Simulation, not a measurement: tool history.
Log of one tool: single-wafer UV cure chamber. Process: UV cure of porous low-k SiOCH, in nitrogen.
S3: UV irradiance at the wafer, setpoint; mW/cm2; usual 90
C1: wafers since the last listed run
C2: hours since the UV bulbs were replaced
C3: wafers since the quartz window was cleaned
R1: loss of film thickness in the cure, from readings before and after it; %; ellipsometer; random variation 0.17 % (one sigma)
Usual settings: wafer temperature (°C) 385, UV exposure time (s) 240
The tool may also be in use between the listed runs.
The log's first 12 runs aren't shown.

run 13 hour=344.8 | wafer_temperature_(°C)=385 UV_exposure_time_(s)=240 S3=61 | C1=133 C2=2732 C3=4127 | R1=9.573
run 14 hour=376.7 | wafer_temperature_(°C)=385 UV_exposure_time_(s)=350 S3=90 | C1=195 C2=2763.9 C3=4323 | R1=13.463
run 15 hour=404.7 | wafer_temperature_(°C)=385 UV_exposure_time_(s)=240 S3=90 | C1=171 C2=2791.9 C3=4495 | R1=11.875
run 16 hour=416.8 | wafer_temperature_(°C)=385 UV_exposure_time_(s)=240 S3=90 | C1=74 C2=2804 C3=4569 | R1=11.667
run 17 hour=440.4 | wafer_temperature_(°C)=385 UV_exposure_time_(s)=240 S3=90 | C1=144 C2=2827.6 C3=4714 | R1=11.899
run 18 hour=461.6 | wafer_temperature_(°C)=371 UV_exposure_time_(s)=240 S3=77 | C1=130 C2=2848.8 C3=4844 | R1=10.529
run 19 hour=497 | wafer_temperature_(°C)=385 UV_exposure_time_(s)=280 S3=90 | C1=217 C2=2884.2 C3=5061 | R1=12.468
run 20 hour=520.8 | wafer_temperature_(°C)=385 UV_exposure_time_(s)=240 S3=90 | C1=146 C2=2908 C3=5207 | R1=11.741
-- hour=538.6 quartz window cleaned
run 21 hour=548.6 | wafer_temperature_(°C)=396 UV_exposure_time_(s)=345 S3=77 | C1=121 C2=2935.8 C3=61 | R1=13.115
run 22 hour=572.7 | wafer_temperature_(°C)=385 UV_exposure_time_(s)=240 S3=90 | C1=147 C2=2959.9 C3=209 | R1=11.481
run 23 hour=589.4 | wafer_temperature_(°C)=385 UV_exposure_time_(s)=240 S3=90 | C1=102 C2=2976.6 C3=311 | R1=11.558
run 24 hour=604.4 | wafer_temperature_(°C)=385 UV_exposure_time_(s)=240 S3=113 | C1=92 C2=2991.6 C3=403 | R1=12.658
run 25 hour=620.5 | wafer_temperature_(°C)=379 UV_exposure_time_(s)=240 S3=90 | C1=98 C2=3007.7 C3=502 | R1=11.317
run 26 hour=634.6 | wafer_temperature_(°C)=385 UV_exposure_time_(s)=240 S3=90 | C1=86 C2=3021.8 C3=589 | R1=11.609
-- hour=654.1 UV bulbs replaced
run 27 hour=666.5 | wafer_temperature_(°C)=385 UV_exposure_time_(s)=240 S3=90 | C1=146 C2=12.4 C3=735 | R1=14.442

The next listed run, before its measurement:
run 28 hour=686.6 | wafer_temperature_(°C)=394 UV_exposure_time_(s)=240 S3=78 | C1=123 C2=32.5 C3=859 | R1=?

R1: 13.494 %
Without the tool's hidden state the same run would have given R1 13.589 %.
